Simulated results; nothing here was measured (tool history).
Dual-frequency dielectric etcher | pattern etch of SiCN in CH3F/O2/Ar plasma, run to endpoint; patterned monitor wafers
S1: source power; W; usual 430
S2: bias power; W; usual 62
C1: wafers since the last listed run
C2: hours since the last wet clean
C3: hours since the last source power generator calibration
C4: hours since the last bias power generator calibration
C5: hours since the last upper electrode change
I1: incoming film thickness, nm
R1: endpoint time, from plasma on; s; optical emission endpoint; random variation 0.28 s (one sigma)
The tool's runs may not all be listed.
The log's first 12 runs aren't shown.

{"run": 13, "day": 35.396, "S1": 480, "S2": 55, "C1": 603, "C2": 639.6, "C3": 1066.3, "C4": 3637.3, "C5": 5256.5, "I1": 11.93, "R1": 31.2}
{"run": 14, "day": 38.646, "S1": 430, "S2": 62, "C1": 1074, "C2": 717.6, "C3": 1144.3, "C4": 3715.3, "C5": 5334.5, "I1": 11.98, "R1": 31.3}
{"day": 39.696, "done": "bias power generator calibrated"}
{"run": 15, "day": 40.688, "S1": 520, "S2": 57, "C1": 620, "C2": 766.6, "C3": 1193.3, "C4": 23.8, "C5": 5383.5, "I1": 11.95, "R1": 30.0}
{"day": 43.704, "done": "wet clean of the chamber"}
{"run": 16, "day": 43.725, "S1": 350, "S2": 72, "C1": 673, "C2": 0.5, "C3": 1266.2, "C4": 96.7, "C5": 5456.4, "I1": 11.97, "R1": 32.3}
{"run": 17, "day": 45.879, "S1": 460, "S2": 55, "C1": 712, "C2": 52.2, "C3": 1317.9, "C4": 148.4, "C5": 5508.1, "I1": 11.97, "R1": 33.0}
{"day": 47.392, "done": "source power generator calibrated"}
{"day": 49.692, "done": "upper electrode replaced, of another model than before"}
{"run": 18, "day": 49.712, "S1": 430, "S2": 54, "C1": 881, "C2": 144.2, "C3": 55.7, "C4": 240.4, "C5": 0.5, "I1": 11.95, "R1": 34.8}
{"run": 19, "day": 53.154, "S1": 460, "S2": 76, "C1": 1138, "C2": 226.8, "C3": 138.3, "C4": 323.0, "C5": 83.1, "I1": 12.0, "R1": 28.4}
{"run": 20, "day": 56.033, "S1": 430, "S2": 62, "C1": 952, "C2": 295.9, "C3": 207.4, "C4": 392.1, "C5": 152.2, "I1": 12.02, "R1": 32.1}
{"run": 21, "day": 59.504, "S1": 390, "S2": 62, "C1": 1147, "C2": 379.2, "C3": 290.7, "C4": 475.4, "C5": 235.5, "I1": 12.08, "R1": 32.6}
{"run": 22, "day": 62.708, "S1": 370, "S2": 55, "C1": 1059, "C2": 456.1, "C3": 367.6, "C4": 552.3, "C5": 312.4, "I1": 12.04, "R1": 34.6}
{"run": 23, "day": 65.521, "S1": 430, "S2": 62, "C1": 930, "C2": 523.6, "C3": 435.1, "C4": 619.8, "C5": 379.9, "I1": 12.03, "R1": 31.3}
{"run": 24, "day": 70.242, "S1": 490, "S2": 58, "C1": 1561, "C2": 636.9, "C3": 548.4, "C4": 733.1, "C5": 493.2, "I1": 11.99, "R1": 31.6}
{"run": 25, "day": 76.925, "S1": 430, "S2": 62, "C1": 2210, "C2": 797.3, "C3": 708.8, "C4": 893.5, "C5": 653.6, "I1": 12.06, "R1": 31.2}
{"day": 78.629, "done": "wet clean of the chamber"}
{"run": 26, "day": 80.025, "S1": 530, "S2": 69, "C1": 694, "C2": 33.5, "C3": 783.2, "C4": 967.9, "C5": 728.0, "I1": 12.15, "R1": 28.9}
{"run": 27, "day": 81.892, "S1": 430, "S2": 58, "C1": 617, "C2": 78.3, "C3": 828.0, "C4": 1012.7, "C5": 772.8, "I1": 12.07, "R1": 33.4}
{"run": 28, "day": 85.954, "S1": 370, "S2": 69, "C1": 1343, "C2": 175.8, "C3": 925.5, "C4": 1110.2, "C5": 870.3, "I1": 11.83, "R1": 30.5}
{"run": 29, "day": 88.846, "S1": 540, "S2": 51, "C1": 956, "C2": 245.2, "C3": 994.9, "C4": 1179.6, "C5": 939.7, "I1": 12.0, "R1": 32.7}
{"run": 30, "day": 90.483, "S1": 330, "S2": 76, "C1": 541, "C2": 284.5, "C3": 1034.2, "C4": 1218.9, "C5": 979.0, "I1": 11.98, "R1": 30.0}
{"run": 31, "day": 92.688, "S1": 500, "S2": 66, "C1": 728, "C2": 337.4, "C3": 1087.1, "C4": 1271.8, "C5": 1031.9, "I1": 11.88, "R1": 29.1}
{"run": 32, "day": 94.829, "S1": 510, "S2": 54, "C1": 708, "C2": 388.8, "C3": 1138.5, "C4": 1323.2, "C5": 1083.3, "I1": 11.97, "R1": 32.0}
{"run": 33, "day": 107.929, "S1": 430, "S2": 66, "C1": 4332, "C2": 703.2, "C3": 1452.9, "C4": 1637.6, "C5": 1397.7, "I1": 11.87, "R1": 29.2}
{"run": 34, "day": 109.592, "S1": 350, "S2": 47, "C1": 549, "C2": 743.1, "C3": 1492.8, "C4": 1677.5, "C5": 1437.6, "I1": 12.02, "R1": 36.7}
{"run": 35, "day": 112.746, "S1": 430, "S2": 62, "C1": 1043, "C2": 818.8, "C3": 1568.5, "C4": 1753.2, "C5": 1513.3, "I1": 11.99, "R1": 30.5}

4 ways to go on from here, each from the tool as it stands after run 35. What would each give?
{"run": "A", "day": 112.762, "S1": 430, "S2": 62, "C1": 5, "C2": 819.2, "C3": 1568.9, "C4": 1753.6, "C5": 1513.7, "I1": 12.01, "R1": "?"}
{"run": "B", "day": 112.762, "S1": 430, "S2": 47, "C1": 5, "C2": 819.2, "C3": 1568.9, "C4": 1753.6, "C5": 1513.7, "I1": 12.01, "R1": "?"}
{"run": "C", "day": 112.762, "S1": 480, "S2": 66, "C1": 5, "C2": 819.2, "C3": 1568.9, "C4": 1753.6, "C5": 1513.7, "I1": 12.01, "R1": "?"}
{"run": "D", "day": 112.762, "S1": 430, "S2": 67, "C1": 5, "C2": 819.2, "C3": 1568.9, "C4": 1753.6, "C5": 1513.7, "I1": 12.01, "R1": "?"}

run=A R1=30.5
run=B R1=35.1
run=C R1=28.9
run=D R1=29.4
Without the tool's hidden state the same runs would have given:
run=A R1=32.2
run=B R1=37.0
run=C R1=30.4
run=D R1=31.0
